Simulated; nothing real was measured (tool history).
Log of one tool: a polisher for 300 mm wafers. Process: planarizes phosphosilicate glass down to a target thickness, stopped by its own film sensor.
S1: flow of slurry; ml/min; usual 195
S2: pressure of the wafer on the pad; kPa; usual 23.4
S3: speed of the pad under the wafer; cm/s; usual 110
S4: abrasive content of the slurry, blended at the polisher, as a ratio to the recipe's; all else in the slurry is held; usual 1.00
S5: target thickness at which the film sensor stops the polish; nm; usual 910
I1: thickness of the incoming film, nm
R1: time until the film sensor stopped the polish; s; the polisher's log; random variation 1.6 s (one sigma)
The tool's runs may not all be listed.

run	day	S1	S2	S3	S4	S5	I1	R1
1	0.000	195	23.4	110	0.80	976	1641.0	84.9
2	1.538	195	23.4	110	0.80	976	1663.0	85.3
# day 3.442: worn pad replaced by a new one
3	3.462	195	23.4	136	1.00	910	1654.8	69.3
4	5.812	195	23.4	136	1.00	910	1623.2	66.6
5	7.433	195	29.6	110	1.00	910	1652.6	72.4
# day 8.667: conditioning disc replaced and pad reconditioned
6	9.954	195	29.6	110	1.00	910	1642.8	76.4
# day 10.271: worn pad replaced by a new one
# day 11.071: head pressure recalibrated
7	11.404	195	23.4	110	1.00	910	1644.4	85.9
# day 12.212: slurry blender recalibrated
8	13.196	195	17.9	110	0.90	1093	1637.9	86.2
# day 13.758: slurry nozzle cleaned
9	14.692	230	23.4	110	1.00	910	1639.5	86.8
# day 16.004: worn pad replaced by a new one
10	16.408	195	23.4	110	1.00	910	1678.5	83.5
11	18.542	195	23.4	110	1.00	910	1642.5	84.4
12	20.412	125	17.9	148	1.00	910	1632.0	94.3
# day 21.417: worn pad replaced by a new one
13	23.308	130	23.4	110	1.00	657	1641.5	120.8
14	24.621	175	31.0	124	1.00	767	1640.7	72.5
15	25.775	195	23.4	110	0.90	1063	1624.7	74.8

The tool's hidden state at each run:
slurry flow missing at the pad, %: 0 in every run
deviation of the head's pressure from its setpoint, %: 0 in every run
abrasive missing from the slurry, %: 0 in every run
time polished since the conditioner stopped cutting, s: 0 in every run
H1: removal rate lost through wear of the pad, %
run	H1
1	6.17
2	9.36
3	0.671
4	5.54
5	8.91
6	14.1
7	4.09
8	7.81
9	10.9
10	2.56
11	6.98
12	10.9
13	5.81
14	8.53
15	10.9
